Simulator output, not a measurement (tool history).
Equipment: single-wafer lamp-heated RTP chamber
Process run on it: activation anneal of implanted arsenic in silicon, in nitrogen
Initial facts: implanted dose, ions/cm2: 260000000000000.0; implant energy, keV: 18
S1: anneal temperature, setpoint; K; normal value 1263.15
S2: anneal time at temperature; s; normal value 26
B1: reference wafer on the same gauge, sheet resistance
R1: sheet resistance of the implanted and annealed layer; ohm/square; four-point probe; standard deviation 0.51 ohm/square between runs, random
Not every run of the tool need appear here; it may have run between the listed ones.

{"run": 1, "hour": 0.0, "S1": 1263.15, "S2": 26, "B1": 296.94, "R1": 341.15}
{"run": 2, "hour": 235.4, "S1": 1271.15, "S2": 26, "B1": 297.3, "R1": 339.75}
{"run": 3, "hour": 291.4, "S1": 1271.15, "S2": 26, "B1": 297.24, "R1": 340.08}
{"run": 4, "hour": 327.9, "S1": 1254.15, "S2": 26, "B1": 297.13, "R1": 342.71}
{"run": 5, "hour": 423.3, "S1": 1254.15, "S2": 26, "B1": 297.62, "R1": 342.0}
{"hour": 444.3, "done": "pyrometer window cleaned and pyrometer calibrated"}
{"run": 6, "hour": 491.4, "S1": 1254.15, "S2": 26, "B1": 297.72, "R1": 342.57}
{"run": 7, "hour": 570.5, "S1": 1263.15, "S2": 26, "B1": 297.84, "R1": 341.31}
{"run": 8, "hour": 676.4, "S1": 1263.15, "S2": 26, "B1": 297.89, "R1": 341.5}
{"run": 9, "hour": 736.9, "S1": 1263.15, "S2": 26, "B1": 298.02, "R1": 342.18}
{"run": 10, "hour": 838.4, "S1": 1263.15, "S2": 26, "B1": 298.04, "R1": 341.96}
{"run": 11, "hour": 913.8, "S1": 1263.15, "S2": 26, "B1": 298.2, "R1": 342.64}
{"run": 12, "hour": 1007.3, "S1": 1263.15, "S2": 26, "B1": 298.53, "R1": 343.04}
{"hour": 1051.2, "done": "pyrometer window cleaned and pyrometer calibrated"}
{"hour": 1079.7, "done": "reflector plate cleaned"}
{"run": 13, "hour": 1102.8, "S1": 1263.15, "S2": 26, "B1": 298.84, "R1": 342.05}
{"run": 14, "hour": 1180.1, "S1": 1263.15, "S2": 26, "B1": 298.9, "R1": 342.75}
{"hour": 1265.6, "done": "gauge calibrated"}
{"run": 15, "hour": 1265.8, "S1": 1263.15, "S2": 26, "B1": 297.14, "R1": 340.73}
{"run": 16, "hour": 1361.9, "S1": 1263.15, "S2": 26, "B1": 296.98, "R1": 341.47}
{"run": 17, "hour": 1405.5, "S1": 1263.15, "S2": 26, "B1": 297.3, "R1": 341.6}
{"run": 18, "hour": 1477.1, "S1": 1263.15, "S2": 26, "B1": 297.06, "R1": 340.6}
{"run": 19, "hour": 1565.7, "S1": 1263.15, "S2": 26, "B1": 297.1, "R1": 340.77}
{"run": 20, "hour": 1605.1, "S1": 1263.15, "S2": 26, "B1": 297.11, "R1": 340.26}
{"hour": 1676.6, "done": "pyrometer window cleaned and pyrometer calibrated"}
{"run": 21, "hour": 1815.0, "S1": 1263.15, "S2": 26, "B1": 297.02, "R1": 339.9}
{"run": 22, "hour": 1862.2, "S1": 1276.15, "S2": 17, "B1": 297.22, "R1": 341.94}
{"run": 23, "hour": 1905.7, "S1": 1238.15, "S2": 20, "B1": 297.12, "R1": 344.44}
{"run": 24, "hour": 2006.3, "S1": 1292.15, "S2": 30, "B1": 297.23, "R1": 336.6}
{"run": 25, "hour": 2111.9, "S1": 1236.15, "S2": 22, "B1": 297.36, "R1": 344.56}
{"run": 26, "hour": 2151.9, "S1": 1278.15, "S2": 26, "B1": 297.03, "R1": 339.43}
{"run": 27, "hour": 2198.8, "S1": 1273.15, "S2": 31, "B1": 297.24, "R1": 339.03}
{"run": 28, "hour": 2259.4, "S1": 1263.15, "S2": 26, "B1": 297.43, "R1": 341.26}
{"hour": 2315.5, "done": "pyrometer window cleaned and pyrometer calibrated"}
{"run": 29, "hour": 2359.9, "S1": 1263.15, "S2": 26, "B1": 297.46, "R1": 341.94}
{"hour": 2400.3, "done": "reflector plate cleaned"}
{"run": 30, "hour": 2455.2, "S1": 1273.15, "S2": 32, "B1": 297.47, "R1": 339.5}
{"run": 31, "hour": 2543.8, "S1": 1274.15, "S2": 16, "B1": 297.72, "R1": 343.05}
{"run": 32, "hour": 2631.3, "S1": 1263.15, "S2": 26, "B1": 297.83, "R1": 342.39}
{"run": 33, "hour": 2744.3, "S1": 1247.15, "S2": 18, "B1": 297.98, "R1": 344.85}
{"run": 34, "hour": 2780.8, "S1": 1287.15, "S2": 39, "B1": 298.06, "R1": 337.54}
{"run": 35, "hour": 2841.3, "S1": 1263.15, "S2": 19, "B1": 298.3, "R1": 344.47}
{"hour": 2851.3, "done": "pyrometer window cleaned and pyrometer calibrated"}
{"run": 36, "hour": 2941.9, "S1": 1263.15, "S2": 26, "B1": 298.03, "R1": 342.18}
{"run": 37, "hour": 3039.1, "S1": 1239.15, "S2": 16, "B1": 298.44, "R1": 347.02}

Consider 3 possible next runs. They are alternatives, not a sequence: every one starts from the tool as it was left by run 37. What does each give?
{"run": "A", "hour": 3039.5, "S1": 1263.15, "S2": 22, "B1": "?", "R1": "?"}
{"run": "B", "hour": 3039.5, "S1": 1288.15, "S2": 20, "B1": "?", "R1": "?"}
{"run": "C", "hour": 3039.5, "S1": 1237.15, "S2": 19, "B1": "?", "R1": "?"}

run=A B1=298.82 R1=343.44
run=B B1=298.82 R1=340.91
run=C B1=298.82 R1=346.67
With no hidden state in the tool, these same runs would have given:
run=A R1=341.69
run=B R1=339.18
run=C R1=344.90
